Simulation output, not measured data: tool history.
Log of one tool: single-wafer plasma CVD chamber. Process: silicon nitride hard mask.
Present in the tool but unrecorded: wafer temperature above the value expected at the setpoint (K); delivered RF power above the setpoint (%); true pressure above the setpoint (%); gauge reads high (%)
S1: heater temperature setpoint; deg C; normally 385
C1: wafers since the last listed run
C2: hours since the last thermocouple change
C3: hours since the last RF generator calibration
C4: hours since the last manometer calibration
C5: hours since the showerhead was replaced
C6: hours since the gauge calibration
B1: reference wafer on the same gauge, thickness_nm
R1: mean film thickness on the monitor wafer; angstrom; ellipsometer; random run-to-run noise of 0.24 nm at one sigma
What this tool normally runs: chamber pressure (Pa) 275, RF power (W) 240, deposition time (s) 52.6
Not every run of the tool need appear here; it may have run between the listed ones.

Run 1, day 0: usual settings but S1 395 deg C, RF power (W) 270; C1 0; C2 1062.4; C3 1730.6; C4 673.6; C5 3777.7; C6 817.8; B1 44.568. Result: R1 573.98 angstrom.
Run 2, day 1.038: usual settings but deposition time (s) 58.5; C1 249; C2 1087.3; C3 1755.5; C4 698.5; C5 3802.6; C6 842.7; B1 44.61. Result: R1 584.38 angstrom.
Run 3, day 1.729: usual settings; C1 166; C2 1103.9; C3 1772.1; C4 715.1; C5 3819.2; C6 859.3; B1 44.669. Result: R1 531.89 angstrom.
Run 4, day 2.512: usual settings; C1 188; C2 1122.7; C3 1790.9; C4 733.9; C5 3838; C6 878.1; B1 44.673. Result: R1 534.48 angstrom.
Run 5, day 3.788: usual settings; C1 306; C2 1153.3; C3 1821.5; C4 764.5; C5 3868.6; C6 908.7; B1 44.681. Result: R1 531.95 angstrom.
Run 6, day 5.112: usual settings; C1 318; C2 1185.1; C3 1853.3; C4 796.3; C5 3900.4; C6 940.5; B1 44.722. Result: R1 532.02 angstrom.
Run 7, day 7.354: usual settings but S1 394 deg C, chamber pressure (Pa) 236, RF power (W) 195, deposition time (s) 61.6; C1 538; C2 1238.9; C3 1907.1; C4 850.1; C5 3954.2; C6 994.3; B1 44.66. Result: R1 517.98 angstrom.
Run 8, day 8.692: usual settings; C1 321; C2 1271; C3 1939.2; C4 882.2; C5 3986.3; C6 1026.4; B1 44.749. Result: R1 530.82 angstrom.
Run 9, day 9.812: usual settings but deposition time (s) 42.6; C1 269; C2 1297.9; C3 1966.1; C4 909.1; C5 4013.2; C6 1053.3; B1 44.654. Result: R1 429.11 angstrom.
Run 10, day 10.379: usual settings; C1 136; C2 1311.5; C3 1979.7; C4 922.7; C5 4026.8; C6 1066.9; B1 44.699. Result: R1 536.29 angstrom.
Run 11, day 11.529: usual settings but S1 395 deg C; C1 276; C2 1339.1; C3 2007.3; C4 950.3; C5 4054.4; C6 1094.5; B1 44.722. Result: R1 532.24 angstrom.
At day 12.142: RF generator calibrated.
Run 12, day 13.017: usual settings; C1 277; C2 1374.8; C3 21; C4 986; C5 4090.1; C6 1130.2; B1 44.731. Result: R1 532.04 angstrom.
Run 13, day 13.758: usual settings but chamber pressure (Pa) 336, RF power (W) 205; C1 178; C2 1392.6; C3 38.8; C4 1003.8; C5 4107.9; C6 1148; B1 44.756. Result: R1 491.61 angstrom.
At day 14.179: thermocouple changed; heater temperature recalibrated.
Run 14, day 14.633: usual settings but S1 395 deg C, chamber pressure (Pa) 219, RF power (W) 265, deposition time (s) 45.6; C1 130; C2 10.9; C3 59.8; C4 1024.8; C5 4128.9; C6 1169; B1 44.765. Result: R1 463.9 angstrom.
Run 15, day 15.625: usual settings; C1 238; C2 34.7; C3 83.6; C4 1048.6; C5 4152.7; C6 1192.8; B1 44.743. Result: R1 537.83 angstrom.
Run 16, day 16.746: usual settings but chamber pressure (Pa) 216, RF power (W) 220, deposition time (s) 62.7; C1 269; C2 61.6; C3 110.5; C4 1075.5; C5 4179.6; C6 1219.7; B1 44.777. Result: R1 571.3 angstrom.
At day 18.583: gauge calibrated.
At day 19.333: showerhead replaced.
Run 17, day 19.688: usual settings but S1 373 deg C, deposition time (s) 43.8; C1 627; C2 132.2; C3 181.1; C4 1146.1; C5 8.5; C6 26.5; B1 43.715. Result: R1 435.51 angstrom.
At day 20.458: capacitance manometer re-zeroed and calibrated.
Run 18, day 20.821: usual settings but S1 374 deg C, chamber pressure (Pa) 320, RF power (W) 280, deposition time (s) 46.7; C1 192; C2 159.4; C3 208.3; C4 8.7; C5 35.7; C6 53.7; B1 43.816. Result: R1 532.57 angstrom.
Run 19, day 21.992: usual settings; C1 281; C2 187.5; C3 236.4; C4 36.8; C5 63.8; C6 81.8; B1 43.821. Result: R1 523.76 angstrom.
Run 20, day 22.675: usual settings; C1 164; C2 203.9; C3 252.8; C4 53.2; C5 80.2; C6 98.2; B1 43.894. Result: R1 526.25 angstrom.
Run 21, day 23.575: usual settings but chamber pressure (Pa) 229; C1 216; C2 225.5; C3 274.4; C4 74.8; C5 101.8; C6 119.8; B1 43.941. Result: R1 500.46 angstrom.
Run 22, day 25.021: usual settings but RF power (W) 260, deposition time (s) 56.8; C1 347; C2 260.2; C3 309.1; C4 109.5; C5 136.5; C6 154.5; B1 44.019. Result: R1 592.73 angstrom.
Run 23, day 25.971: usual settings but S1 373 deg C, chamber pressure (Pa) 324, deposition time (s) 59.2; C1 228; C2 283; C3 331.9; C4 132.3; C5 159.3; C6 177.3; B1 44.057. Result: R1 610.17 angstrom.
Run 24, day 26.633: usual settings; C1 159; C2 298.9; C3 347.8; C4 148.2; C5 175.2; C6 193.2; B1 44.106. Result: R1 522 angstrom.
Run 25, day 27.712: usual settings but S1 400 deg C, chamber pressure (Pa) 317; C1 259; C2 324.8; C3 373.7; C4 174.1; C5 201.1; C6 219.1; B1 44.138. Result: R1 538.76 angstrom.
Run 26, day 29.088: usual settings; C1 330; C2 357.8; C3 406.7; C4 207.1; C5 234.1; C6 252.1; B1 44.212. Result: R1 528.39 angstrom.
Run 27, day 30.238: usual settings but S1 379 deg C, chamber pressure (Pa) 295, RF power (W) 205, deposition time (s) 45.9; C1 276; C2 385.4; C3 434.3; C4 234.7; C5 261.7; C6 279.7; B1 44.23. Result: R1 415.26 angstrom.
Run 28, day 31.583: usual settings; C1 323; C2 417.7; C3 466.6; C4 267; C5 294; C6 312; B1 44.308. Result: R1 529.83 angstrom.
Run 29, day 32.533: usual settings but deposition time (s) 60.4; C1 228; C2 440.5; C3 489.4; C4 289.8; C5 316.8; C6 334.8; B1 44.339. Result: R1 603.08 angstrom.

Branching from run 29: 4 alternative next runs. What would each branch give?
Run A, day 32.55: usual settings but chamber pressure (Pa) 251; C1 4; C2 440.9; C3 489.8; C4 290.2; C5 317.2; C6 335.2; B1 ?. Result: R1 ?.
Run B, day 32.55: usual settings but chamber pressure (Pa) 307, deposition time (s) 60.1; C1 4; C2 440.9; C3 489.8; C4 290.2; C5 317.2; C6 335.2; B1 ?. Result: R1 ?.
Run C, day 32.55: usual settings but RF power (W) 195, deposition time (s) 55.5; C1 4; C2 440.9; C3 489.8; C4 290.2; C5 317.2; C6 335.2; B1 ?. Result: R1 ?.
Run D, day 32.55: usual settings but RF power (W) 195, deposition time (s) 55.3; C1 4; C2 440.9; C3 489.8; C4 290.2; C5 317.2; C6 335.2; B1 ?. Result: R1 ?.

run      B1      R1
  A  44.305  519.77
  B  44.305  618.95
  C  44.305  481.07
  D  44.305  479.34
Stripped of hidden state, with their random variation kept, the same runs would have yielded:
run      R1
  A  511.05
  B  608.57
  C     473
  D   471.3

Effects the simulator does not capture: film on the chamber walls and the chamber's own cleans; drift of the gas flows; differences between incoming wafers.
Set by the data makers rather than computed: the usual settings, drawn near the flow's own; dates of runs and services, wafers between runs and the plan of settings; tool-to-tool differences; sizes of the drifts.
